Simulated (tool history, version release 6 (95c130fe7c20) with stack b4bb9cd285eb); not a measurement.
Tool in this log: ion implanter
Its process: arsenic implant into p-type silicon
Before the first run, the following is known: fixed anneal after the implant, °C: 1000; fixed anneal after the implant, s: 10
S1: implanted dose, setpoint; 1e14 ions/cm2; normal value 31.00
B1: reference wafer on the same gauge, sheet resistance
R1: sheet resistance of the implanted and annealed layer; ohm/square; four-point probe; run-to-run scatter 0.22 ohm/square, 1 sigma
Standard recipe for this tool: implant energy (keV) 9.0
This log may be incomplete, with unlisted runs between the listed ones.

Run 1, hour 0.0: usual settings; B1 126.00. Result: R1 143.95 ohm/square.
Run 2, hour 25.1: usual settings but S1 37.61 1e14 ions/cm2, implant energy (keV) 10.0; B1 126.03. Result: R1 137.35 ohm/square.
Run 3, hour 71.4: usual settings; B1 126.01. Result: R1 143.79 ohm/square.
Run 4, hour 142.3: usual settings but implant energy (keV) 11.0; B1 126.00. Result: R1 137.73 ohm/square.
Run 5, hour 179.7: usual settings but implant energy (keV) 11.0; B1 126.01. Result: R1 137.27 ohm/square.
Run 6, hour 250.8: usual settings but implant energy (keV) 11.0; B1 126.00. Result: R1 137.42 ohm/square.
Run 7, hour 291.0: usual settings; B1 125.97. Result: R1 144.33 ohm/square.
Run 8, hour 360.1: usual settings; B1 126.01. Result: R1 143.86 ohm/square.
Run 9, hour 535.5: usual settings; B1 126.00. Result: R1 144.34 ohm/square.
At hour 591.2: Faraday cup replaced and dose calibrated.
Run 10, hour 602.3: usual settings; B1 125.98. Result: R1 144.92 ohm/square.
At hour 681.6: extraction supply calibrated.
Run 11, hour 682.1: usual settings; B1 125.98. Result: R1 145.01 ohm/square.
Run 12, hour 740.2: usual settings; B1 126.00. Result: R1 144.89 ohm/square.
Run 13, hour 860.1: usual settings but S1 24.92 1e14 ions/cm2, implant energy (keV) 8.0; B1 126.01. Result: R1 152.35 ohm/square.
At hour 907.3: Faraday cup replaced and dose calibrated, repeated, since the last time left the tool worse.
Run 14, hour 919.6: usual settings but S1 24.92 1e14 ions/cm2, implant energy (keV) 8.0; B1 125.99. Result: R1 151.27 ohm/square.
Run 15, hour 974.5: usual settings but S1 35.93 1e14 ions/cm2; B1 125.94. Result: R1 141.08 ohm/square.
Run 16, hour 1038.4: usual settings but S1 23.41 1e14 ions/cm2, implant energy (keV) 7.5; B1 126.00. Result: R1 154.88 ohm/square.
Run 17, hour 1080.2: usual settings but S1 25.94 1e14 ions/cm2; B1 126.01. Result: R1 146.55 ohm/square.
Run 18, hour 1110.8: usual settings but S1 34.71 1e14 ions/cm2, implant energy (keV) 10.5; B1 126.03. Result: R1 136.97 ohm/square.
Run 19, hour 1138.8: usual settings but S1 23.03 1e14 ions/cm2, implant energy (keV) 7.5; B1 125.97. Result: R1 155.36 ohm/square.
Run 20, hour 1210.6: usual settings but S1 35.93 1e14 ions/cm2; B1 126.04. Result: R1 141.01 ohm/square.
Run 21, hour 1251.2: usual settings but S1 25.75 1e14 ions/cm2, implant energy (keV) 11.5; B1 125.94. Result: R1 138.35 ohm/square.
At hour 1428.9: gauge calibrated.
Run 22, hour 1464.0: usual settings; B1 126.00. Result: R1 143.97 ohm/square.
Run 23, hour 1525.4: usual settings but S1 36.65 1e14 ions/cm2, implant energy (keV) 8.0; B1 126.01. Result: R1 144.08 ohm/square.
Run 24, hour 1715.5: usual settings but S1 26.69 1e14 ions/cm2; B1 126.02. Result: R1 146.75 ohm/square.
Run 25, hour 1761.9: usual settings but S1 22.44 1e14 ions/cm2, implant energy (keV) 11.0; B1 125.99. Result: R1 143.23 ohm/square.
Run 26, hour 1800.2: usual settings but S1 22.99 1e14 ions/cm2, implant energy (keV) 10.5; B1 126.01. Result: R1 144.50 ohm/square.
Run 27, hour 1839.9: usual settings; B1 126.03. Result: R1 143.91 ohm/square.
Run 28, hour 1884.0: usual settings but S1 36.37 1e14 ions/cm2; B1 125.98. Result: R1 140.98 ohm/square.
Run 29, hour 1910.4: usual settings; B1 126.02. Result: R1 143.51 ohm/square.

Consider 4 possible next runs. They are alternatives, not a sequence: every one starts from the tool as it was left by run 29. What does each give?
Run A, hour 1910.8: usual settings but S1 26.61 1e14 ions/cm2; B1 ?. Result: R1 ?.
Run B, hour 1910.8: usual settings but S1 38.96 1e14 ions/cm2, implant energy (keV) 7.5; B1 ?. Result: R1 ?.
Run C, hour 1910.8: usual settings but S1 39.23 1e14 ions/cm2, implant energy (keV) 12.0; B1 ?. Result: R1 ?.
Run D, hour 1910.8: usual settings but S1 22.22 1e14 ions/cm2; B1 ?. Result: R1 ?.

run      B1      R1
  A  126.00  147.15
  B  126.00  145.67
  C  126.00  131.14
  D  126.00  150.76
Stripped of hidden state, with their random variation kept, the same runs would have yielded:
run      R1
  A  146.76
  B  145.33
  C  130.78
  D  150.31
